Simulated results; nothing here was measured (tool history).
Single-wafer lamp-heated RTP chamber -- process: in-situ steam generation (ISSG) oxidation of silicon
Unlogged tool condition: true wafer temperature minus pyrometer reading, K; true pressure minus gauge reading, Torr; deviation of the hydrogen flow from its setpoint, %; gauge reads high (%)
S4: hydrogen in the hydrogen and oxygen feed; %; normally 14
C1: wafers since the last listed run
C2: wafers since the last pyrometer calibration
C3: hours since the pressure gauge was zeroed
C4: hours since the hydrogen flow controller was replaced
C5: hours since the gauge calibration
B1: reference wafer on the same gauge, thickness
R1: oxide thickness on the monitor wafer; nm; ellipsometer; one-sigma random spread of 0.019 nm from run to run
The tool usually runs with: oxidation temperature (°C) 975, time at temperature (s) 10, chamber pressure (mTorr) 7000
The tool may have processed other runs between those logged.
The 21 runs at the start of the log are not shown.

Run 22, hour 1454.2: usual settings but oxidation temperature (°C) 957, time at temperature (s) 13, chamber pressure (mTorr) 6900, S4 11 %; C1 1094; C2 2940; C3 519.4; C4 5637.2; C5 778.2; B1 4.314. Result: R1 3.649 nm.
Run 23, hour 1506.5: usual settings but oxidation temperature (°C) 987, time at temperature (s) 8, chamber pressure (mTorr) 6900, S4 11 %; C1 547; C2 3488; C3 571.7; C4 5689.5; C5 830.5; B1 4.323. Result: R1 3.226 nm.
At hour 1515.6: hydrogen flow controller replaced.
Run 24, hour 1566.2: usual settings but oxidation temperature (°C) 958, time at temperature (s) 8, chamber pressure (mTorr) 7800; C1 541; C2 4030; C3 631.4; C4 50.6; C5 890.2; B1 4.319. Result: R1 3.248 nm.
Run 25, hour 1654: usual settings but chamber pressure (mTorr) 6900, S4 18 %; C1 919; C2 4949; C3 719.2; C4 138.4; C5 978; B1 4.321. Result: R1 3.873 nm.
Run 26, hour 1733.1: usual settings but time at temperature (s) 6; C1 828; C2 5778; C3 798.3; C4 217.5; C5 1057.1; B1 4.319. Result: R1 2.994 nm.
Run 27, hour 1831.8: usual settings; C1 1033; C2 6812; C3 897; C4 316.2; C5 1155.8; B1 4.317. Result: R1 3.661 nm.
Run 28, hour 1967.6: usual settings but time at temperature (s) 11; C1 1422; C2 8234; C3 1032.8; C4 452; C5 1291.6; B1 4.321. Result: R1 3.777 nm.
At hour 2025.5: pyrometer window cleaned and pyrometer calibrated.
Run 29, hour 2026: usual settings but oxidation temperature (°C) 969, time at temperature (s) 8; C1 527; C2 4; C3 1091.2; C4 510.4; C5 1350; B1 4.319. Result: R1 3.273 nm.
Run 30, hour 2074.4: usual settings but oxidation temperature (°C) 983; C1 506; C2 511; C3 1139.6; C4 558.8; C5 1398.4; B1 4.316. Result: R1 3.752 nm.
Run 31, hour 2160.8: usual settings; C1 905; C2 1416; C3 1226; C4 645.2; C5 1484.8; B1 4.323. Result: R1 3.622 nm.
Run 32, hour 2266: usual settings; C1 1101; C2 2518; C3 1331.2; C4 750.4; C5 1590; B1 4.317. Result: R1 3.643 nm.

3 ways to go on from here, each from the tool as it stands after run 32. What would each give?
Run A, hour 2266.4: usual settings; C1 4; C2 2523; C3 1331.6; C4 750.8; C5 1590.4; B1 ?. Result: R1 ?.
Run B, hour 2266.4: usual settings but chamber pressure (mTorr) 7400; C1 4; C2 2523; C3 1331.6; C4 750.8; C5 1590.4; B1 ?. Result: R1 ?.
Run C, hour 2266.4: usual settings but oxidation temperature (°C) 960, time at temperature (s) 11, chamber pressure (mTorr) 7400; C1 4; C2 2523; C3 1331.6; C4 750.8; C5 1590.4; B1 ?. Result: R1 ?.

run     B1     R1
  A  4.314  3.651
  B  4.314  3.668
  C  4.314  3.666
The same runs, with their run-to-run variation unchanged, on a tool lacking any hidden condition would have given:
run     R1
  A  3.651
  B  3.668
  C  3.666
